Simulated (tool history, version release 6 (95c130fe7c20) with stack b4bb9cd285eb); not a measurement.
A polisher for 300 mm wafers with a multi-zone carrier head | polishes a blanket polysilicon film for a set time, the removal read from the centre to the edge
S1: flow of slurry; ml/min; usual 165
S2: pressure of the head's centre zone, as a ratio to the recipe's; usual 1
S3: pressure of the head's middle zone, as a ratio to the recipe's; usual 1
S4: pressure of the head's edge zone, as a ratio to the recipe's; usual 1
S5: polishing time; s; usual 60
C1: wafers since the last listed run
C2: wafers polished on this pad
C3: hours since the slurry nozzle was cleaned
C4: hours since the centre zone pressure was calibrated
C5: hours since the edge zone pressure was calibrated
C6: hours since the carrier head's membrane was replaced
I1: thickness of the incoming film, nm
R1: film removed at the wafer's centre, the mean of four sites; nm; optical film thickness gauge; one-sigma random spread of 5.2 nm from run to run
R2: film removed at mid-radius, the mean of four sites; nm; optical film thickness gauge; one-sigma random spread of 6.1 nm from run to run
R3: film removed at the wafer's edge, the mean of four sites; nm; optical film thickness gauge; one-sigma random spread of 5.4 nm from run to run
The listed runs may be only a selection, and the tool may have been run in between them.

run,day,S1,S2,S3,S4,S5,C1,C2,C3,C4,C5,C6,I1,R1,R2,R3
1,0,165,0.91,1,1,60,0,141,267.6,337.3,218.7,522.9,1703.5,438,487,487.8
2,0.467,165,0.91,1,1,60,88,229,278.8,348.5,229.9,534.1,1747.1,419.7,473.3,478.7
3,0.804,165,1,1,1,65,63,293,286.9,356.6,238,542.2,1683.5,495.5,500.7,516.6
4,1.192,165,1,1,1,65,73,366,296.2,365.9,247.3,551.5,1711.5,498,503,511.2
5,1.708,165,1,1,1,60,97,464,308.6,378.3,259.7,563.9,1719.7,450.2,460.3,465.4
6,2.046,165,1,1,1,60,63,528,316.7,386.4,267.8,572,1712,457.1,446.7,450.6
# day 2.35: worn pad replaced by a new one
# day 2.833: carrier head's membrane replaced by a new one
# day 2.962: slurry nozzle cleaned
7,4.183,165,1,1,1,60,325,299,29.3,437.7,319.1,32.4,1745.2,454.3,441.8,465.3
8,4.712,135,1,1,1.05,75,100,399,42,450.4,331.8,45.1,1722.1,544,544.4,578.7
# day 5.071: worn pad replaced by a new one
# day 5.329: edge zone pressure recalibrated
9,5.425,120,1,0.92,1,60,87,51,59.1,467.5,2.3,62.2,1739.5,479.1,448.9,485.5
10,5.871,165,1,1,0.94,60,84,135,69.8,478.2,13,72.9,1713.7,488.2,470.9,484.3
11,6.25,165,0.91,1,1,60,71,207,78.9,487.3,22.1,82,1740,423.6,468.8,474.1
# day 6.525: centre zone pressure recalibrated
12,7.129,165,1,1,1,71,150,357,100,14.5,43.2,103.1,1721.4,536.3,548.5,547.2
13,7.525,135,1,1,1.05,75,74,432,109.5,24,52.7,112.6,1714.6,538.2,545.4,571
# day 8.088: worn pad replaced by a new one
14,8.212,165,0.93,0.89,1,78,98,23,126,40.5,69.2,129.1,1729,597.3,609.9,671.6
15,8.667,145,0.95,1,1,60,85,109,136.9,51.4,80.1,140,1694.9,441.3,480.9,485.8

3 ways to go on from here, each from the tool as it stands after run 15. What would each give?
A,8.683,165,1.04,1,1,60,3,112,137.3,51.8,80.5,140.4,1688.6,?,?,?
B,8.683,165,1,1,1,76,3,112,137.3,51.8,80.5,140.4,1688.6,?,?,?
C,8.683,140,1,1,1.08,78,3,112,137.3,51.8,80.5,140.4,1688.6,?,?,?

run,R1,R2,R3
A,499.2,484.5,492.7
B,607.8,613.9,624.1
C,609.9,617.5,652.2
With no hidden state in the tool, these same runs would have given:
run,R1,R2,R3
A,536.2,520.4,529.3
B,652.8,659.3,670.4
C,655.1,663.3,700.5
